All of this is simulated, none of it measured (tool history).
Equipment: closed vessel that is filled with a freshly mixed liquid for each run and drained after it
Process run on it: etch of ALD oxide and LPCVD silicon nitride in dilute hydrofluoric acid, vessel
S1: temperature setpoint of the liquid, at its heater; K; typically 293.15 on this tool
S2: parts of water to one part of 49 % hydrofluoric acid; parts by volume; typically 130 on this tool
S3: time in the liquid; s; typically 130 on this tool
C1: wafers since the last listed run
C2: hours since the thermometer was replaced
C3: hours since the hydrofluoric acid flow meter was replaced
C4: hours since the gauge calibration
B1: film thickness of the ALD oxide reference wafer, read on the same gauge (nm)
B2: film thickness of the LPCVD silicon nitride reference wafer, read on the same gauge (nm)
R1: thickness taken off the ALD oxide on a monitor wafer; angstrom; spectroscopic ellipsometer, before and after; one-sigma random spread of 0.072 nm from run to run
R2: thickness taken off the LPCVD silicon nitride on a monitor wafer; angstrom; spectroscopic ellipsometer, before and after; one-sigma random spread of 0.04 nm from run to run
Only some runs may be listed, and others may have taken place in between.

| run | hour | S1 | S2 | S3 | C1 | C2 | C3 | C4 | B1 | B2 | R1 | R2 |
|---|---|---|---|---|---|---|---|---|---|---|---|---|
| 1 | 0 | 293.15 | 130 | 110 | 0 | 1544.6 | 1486.5 | 342.6 | 40.01 | 40.022 | 95.3 | 2.05 |
| 2 | 14.3 | 293.15 | 130 | 130 | 1123 | 1558.9 | 1500.8 | 356.9 | 40.02 | 40.025 | 111.9 | 2.88 |
| 3 | 24.1 | 293.15 | 130 | 130 | 769 | 1568.7 | 1510.6 | 366.7 | 40.01 | 39.997 | 112.9 | 3.02 |
| 4 | 31.6 | 293.15 | 130 | 130 | 589 | 1576.2 | 1518.1 | 374.2 | 40 | 40.012 | 112.4 | 2.82 |
| 5 | 39.9 | 293.15 | 130 | 130 | 652 | 1584.5 | 1526.4 | 382.5 | 40.01 | 40.017 | 112.3 | 2.63 |
|  | 48.9 | gauge calibrated |
| 6 | 49.2 | 293.15 | 130 | 130 | 730 | 1593.8 | 1535.7 | 0.3 | 40 | 39.994 | 112.5 | 2.26 |
| 7 | 57.1 | 293.15 | 130 | 130 | 620 | 1601.7 | 1543.6 | 8.2 | 40.02 | 39.992 | 112.4 | 3.1 |
|  | 63.7 | hydrofluoric acid flow meter replaced |
| 8 | 88 | 293.15 | 130 | 130 | 2348 | 1632.6 | 24.3 | 39.1 | 39.98 | 40.013 | 112.1 | 2.4 |
| 9 | 95.6 | 293.15 | 130 | 130 | 597 | 1640.2 | 31.9 | 46.7 | 39.99 | 40.03 | 112.5 | 2.59 |
| 10 | 102.2 | 293.15 | 130 | 130 | 518 | 1646.8 | 38.5 | 53.3 | 40.01 | 40.007 | 112 | 2.71 |
| 11 | 109.8 | 291.15 | 130 | 130 | 597 | 1654.4 | 46.1 | 60.9 | 40.01 | 40.01 | 103.5 | 1.9 |
| 12 | 123.6 | 290.15 | 130 | 130 | 1084 | 1668.2 | 59.9 | 74.7 | 40 | 40.005 | 97.3 | 2.26 |
| 13 | 141.6 | 291.65 | 130 | 130 | 1413 | 1686.2 | 77.9 | 92.7 | 40 | 40.004 | 105.3 | 2.8 |
| 14 | 157.5 | 293.15 | 130 | 130 | 1249 | 1702.1 | 93.8 | 108.6 | 40.02 | 39.998 | 111.1 | 3.25 |
|  | 167.4 | thermometer replaced |
| 15 | 167.9 | 290.15 | 130 | 165 | 738 | 0.5 | 104.2 | 119 | 40 | 39.979 | 141.7 | 3.05 |
| 16 | 178.2 | 293.15 | 130 | 130 | 809 | 10.8 | 114.5 | 129.3 | 40.01 | 39.999 | 123.9 | 3.2 |
| 17 | 184.7 | 293.15 | 130 | 130 | 510 | 17.3 | 121 | 135.8 | 39.99 | 40.006 | 123.9 | 3.25 |
| 18 | 199.4 | 293.15 | 130 | 110 | 1154 | 32 | 135.7 | 150.5 | 40.03 | 39.997 | 105.3 | 2.63 |
| 19 | 207.9 | 297.15 | 170 | 130 | 667 | 40.5 | 144.2 | 159 | 40.02 | 39.998 | 107.3 | 2.88 |
| 20 | 216.7 | 298.15 | 130 | 200 | 691 | 49.3 | 153 | 167.8 | 40 | 40.001 | 235.2 | 7.4 |
| 21 | 223 | 293.15 | 130 | 130 | 494 | 55.6 | 159.3 | 174.1 | 40.01 | 39.992 | 125.1 | 3.82 |
| 22 | 233.6 | 290.15 | 155 | 50 | 832 | 66.2 | 169.9 | 184.7 | 39.99 | 39.969 | 34.5 | 0.94 |
| 23 | 243.6 | 290.15 | 175 | 105 | 785 | 76.2 | 179.9 | 194.7 | 40.02 | 39.986 | 63.6 | 1.75 |
| 24 | 256.9 | 295.65 | 75 | 155 | 1044 | 89.5 | 193.2 | 208 | 40 | 40.009 | 302.5 | 7.01 |
| 25 | 271.3 | 296.15 | 130 | 90 | 1131 | 103.9 | 207.6 | 222.4 | 39.98 | 40.012 | 97.4 | 2.91 |
| 26 | 288.9 | 291.65 | 155 | 130 | 1382 | 121.5 | 225.2 | 240 | 39.99 | 40.001 | 95.9 | 2.64 |
| 27 | 295.1 | 293.15 | 95 | 150 | 487 | 127.7 | 231.4 | 246.2 | 40.01 | 39.994 | 202.2 | 4.88 |

3 ways to go on from here, each from the tool as it stands after run 27. What would each give?
| A | 295.8 | 293.15 | 130 | 195 | 54 | 128.4 | 232.1 | 246.9 | ? | ? | ? | ? |
| B | 295.8 | 293.15 | 175 | 95 | 54 | 128.4 | 232.1 | 246.9 | ? | ? | ? | ? |
| C | 295.8 | 295.65 | 85 | 130 | 54 | 128.4 | 232.1 | 246.9 | ? | ? | ? | ? |

| run | B1 | B2 | R1 | R2 |
|---|---|---|---|---|
| A | 40.01 | 39.988 | 186.5 | 4.38 |
| B | 40.01 | 39.988 | 64.4 | 1.6 |
| C | 40.01 | 39.988 | 221.4 | 5.24 |
Stripped of hidden state, with their random variation kept, the same runs would have yielded:
| run | R1 | R2 |
|---|---|---|
| A | 189 | 4.48 |
| B | 65.3 | 1.63 |
| C | 224.4 | 5.36 |

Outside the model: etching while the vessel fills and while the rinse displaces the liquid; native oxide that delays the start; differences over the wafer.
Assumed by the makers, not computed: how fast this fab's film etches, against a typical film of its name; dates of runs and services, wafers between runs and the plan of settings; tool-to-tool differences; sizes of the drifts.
